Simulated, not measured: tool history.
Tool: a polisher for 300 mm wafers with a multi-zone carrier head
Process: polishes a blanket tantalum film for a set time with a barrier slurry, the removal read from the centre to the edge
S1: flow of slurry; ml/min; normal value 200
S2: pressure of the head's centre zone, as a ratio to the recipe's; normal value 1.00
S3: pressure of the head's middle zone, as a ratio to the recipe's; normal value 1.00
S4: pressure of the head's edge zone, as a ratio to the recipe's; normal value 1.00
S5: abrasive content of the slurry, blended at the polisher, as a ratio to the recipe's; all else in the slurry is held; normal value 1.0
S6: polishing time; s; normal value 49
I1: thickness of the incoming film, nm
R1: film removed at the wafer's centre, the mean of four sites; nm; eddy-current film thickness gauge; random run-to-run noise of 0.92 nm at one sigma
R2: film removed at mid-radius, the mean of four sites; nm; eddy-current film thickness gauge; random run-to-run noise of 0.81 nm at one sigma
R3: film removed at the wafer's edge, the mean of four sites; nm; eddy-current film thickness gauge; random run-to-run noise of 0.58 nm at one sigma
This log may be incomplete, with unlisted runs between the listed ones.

run	day	S1	S2	S3	S4	S5	S6	I1	R1	R2	R3
1	0.000	200	1.00	1.00	1.00	1.0	49	312.5	87.8	87.8	85.2
2	2.200	200	1.00	1.00	1.00	1.0	49	307.9	87.3	85.8	83.7
# day 5.450: worn pad replaced by a new one
3	5.642	200	1.00	1.00	1.00	1.0	49	306.1	95.3	93.5	90.7
4	7.808	200	1.00	1.00	1.00	1.0	49	311.1	94.3	92.8	90.7
5	9.992	200	1.00	1.00	1.00	1.0	49	308.8	94.8	92.3	91.0
6	11.675	200	1.00	1.00	1.00	1.0	49	310.3	93.0	91.7	89.2
# day 12.017: centre zone pressure recalibrated
7	15.146	200	1.00	1.00	1.00	1.0	49	315.3	92.2	90.2	88.2
# day 16.721: slurry nozzle cleaned
8	17.567	175	1.00	1.00	0.92	1.0	49	306.6	87.9	87.1	81.8
# day 18.400: edge zone pressure recalibrated
9	19.746	200	1.00	1.00	1.00	0.7	49	307.8	74.0	74.1	71.4
# day 21.279: carrier head's membrane replaced by a new one
10	21.796	175	1.00	1.08	1.00	1.0	34	307.4	58.2	60.0	55.3
# day 22.371: worn pad replaced by a new one
11	26.212	200	1.00	1.00	1.00	1.1	49	305.7	98.9	97.2	95.1
12	28.258	265	0.94	1.00	1.00	1.0	49	305.0	91.6	96.0	93.9
# day 29.771: centre zone pressure recalibrated
13	29.871	245	1.00	1.00	1.00	1.0	49	309.6	95.1	95.6	92.4
14	33.850	200	1.00	1.00	1.00	1.0	49	308.5	90.9	90.5	86.6
15	35.621	200	1.06	1.00	0.94	1.1	49	312.8	97.7	91.1	87.0
16	39.062	200	1.00	0.90	1.00	1.0	49	307.9	87.3	79.4	82.2
# day 40.329: worn pad replaced by a new one
# day 42.071: slurry nozzle cleaned
17	42.879	225	1.09	1.00	1.06	1.2	49	313.5	114.4	102.0	99.7
18	46.292	170	0.96	1.00	1.00	1.0	49	307.2	85.4	90.4	88.5
# day 47.050: edge zone pressure recalibrated
# day 51.104: centre zone pressure recalibrated
19	51.625	200	1.00	1.00	1.00	1.0	49	310.3	90.4	90.9	87.6
20	54.367	200	1.07	1.00	1.00	1.0	49	310.2	94.5	86.6	84.9
# day 55.983: worn pad replaced by a new one
21	57.083	265	1.00	1.00	1.00	1.0	49	307.6	97.7	96.6	94.3
22	58.929	145	1.06	1.00	1.00	1.0	49	311.0	91.8	86.8	86.2

The tool's hidden state at each run:
slurry flow missing at the pad, %: 0, the same for each run
deviation of the centre zone's pressure from its setpoint, %: 0, the same for each run
deviation of the edge zone's pressure from its setpoint, %: 0, the same for each run
H1: removal rate lost through wear of the pad, %
run	H1
1	6.95
2	9.23
3	1.09
4	1.29
5	1.83
6	2.48
7	4.46
8	6.36
9	8.42
10	10.7
11	1.08
12	1.79
13	2.57
14	5.27
15	6.84
16	10.5
17	1.09
18	2.14
19	5.44
20	7.93
21	0.795
22	1.06
